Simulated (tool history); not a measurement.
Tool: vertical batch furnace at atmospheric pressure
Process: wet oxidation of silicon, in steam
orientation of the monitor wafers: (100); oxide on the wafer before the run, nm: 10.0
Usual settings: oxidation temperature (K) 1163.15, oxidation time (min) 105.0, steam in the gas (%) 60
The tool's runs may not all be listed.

| run | hour | oxidation temperature (K) | oxidation time (min) | steam in the gas (%) | wafers since the last listed run | hours since the last temperature calibration | hours since the steam generator was serviced | hours since the gauge calibration | read-back reference wafer on the same gauge, thickness | oxide thickness on the monitor wafer (angstrom) |
|---|---|---|---|---|---|---|---|---|---|---|
| 1 | 0.0 | 1163.15 | 105.0 | 60 | 0 | 3316.9 | 2527.8 | 1434.2 | 138.99 | 1771.2 |
| 2 | 59.1 | 1163.15 | 105.0 | 60 | 559 | 3376.0 | 2586.9 | 1493.3 | 139.03 | 1773.8 |
| 3 | 118.7 | 1163.15 | 105.0 | 60 | 564 | 3435.6 | 2646.5 | 1552.9 | 138.96 | 1781.6 |
| 4 | 225.5 | 1180.15 | 105.0 | 60 | 1010 | 3542.4 | 2753.3 | 1659.7 | 139.01 | 2211.6 |
| 5 | 299.8 | 1180.15 | 105.0 | 60 | 703 | 3616.7 | 2827.6 | 1734.0 | 139.01 | 2219.1 |
| 6 | 350.2 | 1163.15 | 105.0 | 60 | 476 | 3667.1 | 2878.0 | 1784.4 | 139.03 | 1786.6 |
| 7 | 455.9 | 1163.15 | 105.0 | 60 | 1000 | 3772.8 | 2983.7 | 1890.1 | 139.05 | 1799.1 |
| 8 | 544.5 | 1163.15 | 105.0 | 60 | 838 | 3861.4 | 3072.3 | 1978.7 | 139.00 | 1805.7 |
| 9 | 598.5 | 1163.15 | 105.0 | 67 | 511 | 3915.4 | 3126.3 | 2032.7 | 139.08 | 1974.5 |
| 10 | 667.7 | 1163.15 | 105.0 | 67 | 654 | 3984.6 | 3195.5 | 2101.9 | 139.03 | 1980.8 |
|  | 683.0 | gauge calibrated |
| 11 | 744.8 | 1163.15 | 105.0 | 67 | 729 | 4061.7 | 3272.6 | 61.8 | 138.95 | 1985.8 |
|  | 772.9 | steam generator serviced |
| 12 | 796.2 | 1163.15 | 105.0 | 60 | 259 | 4113.1 | 23.3 | 113.2 | 138.98 | 1819.6 |
| 13 | 843.6 | 1171.15 | 87.0 | 49 | 448 | 4160.5 | 70.7 | 160.6 | 139.01 | 1450.3 |
|  | 904.1 | thermocouples replaced and temperature profile calibrated |
| 14 | 925.5 | 1163.15 | 105.0 | 60 | 547 | 21.4 | 152.6 | 242.5 | 139.02 | 1700.6 |
| 15 | 990.4 | 1171.15 | 105.0 | 51 | 614 | 86.3 | 217.5 | 307.4 | 139.00 | 1651.5 |
| 16 | 1033.1 | 1152.15 | 90.5 | 55 | 404 | 129.0 | 260.2 | 350.1 | 139.06 | 1188.3 |
| 17 | 1087.4 | 1182.15 | 105.0 | 63 | 513 | 183.3 | 314.5 | 404.4 | 138.98 | 2269.4 |
| 18 | 1226.7 | 1182.15 | 122.5 | 53 | 1318 | 322.6 | 453.8 | 543.7 | 138.95 | 2239.8 |
| 19 | 1294.9 | 1163.15 | 105.0 | 60 | 645 | 390.8 | 522.0 | 611.9 | 138.98 | 1698.6 |
| 20 | 1338.4 | 1163.15 | 77.0 | 70 | 411 | 434.3 | 565.5 | 655.4 | 139.02 | 1492.5 |
| 21 | 1413.2 | 1181.15 | 141.5 | 54 | 707 | 509.1 | 640.3 | 730.2 | 139.05 | 2529.0 |
| 22 | 1452.6 | 1163.15 | 105.0 | 60 | 372 | 548.5 | 679.7 | 769.6 | 138.98 | 1706.3 |
| 23 | 1530.0 | 1177.15 | 105.0 | 60 | 732 | 625.9 | 757.1 | 847.0 | 138.95 | 2045.3 |
| 24 | 1585.6 | 1177.15 | 148.5 | 60 | 526 | 681.5 | 812.7 | 902.6 | 138.97 | 2742.6 |

What the log doesn't show, run by run:
steam share off its setpoint, % of the setpoint: 0 in every run
gauge reads high (%): 0 in every run
H1: true tube temperature minus thermocouple reading, K
| run | H1 |
|---|---|
| 1 | 3.22 |
| 2 | 3.33 |
| 3 | 3.44 |
| 4 | 3.65 |
| 5 | 3.79 |
| 6 | 3.9 |
| 7 | 4.11 |
| 8 | 4.3 |
| 9 | 4.41 |
| 10 | 4.56 |
| 11 | 4.74 |
| 12 | 4.85 |
| 13 | 4.96 |
| 14 | 0.257 |
| 15 | 0.259 |
| 16 | 0.261 |
| 17 | 0.266 |
| 18 | 0.285 |
| 19 | 0.299 |
| 20 | 0.308 |
| 21 | 0.328 |
| 22 | 0.339 |
| 23 | 0.364 |
| 24 | 0.384 |

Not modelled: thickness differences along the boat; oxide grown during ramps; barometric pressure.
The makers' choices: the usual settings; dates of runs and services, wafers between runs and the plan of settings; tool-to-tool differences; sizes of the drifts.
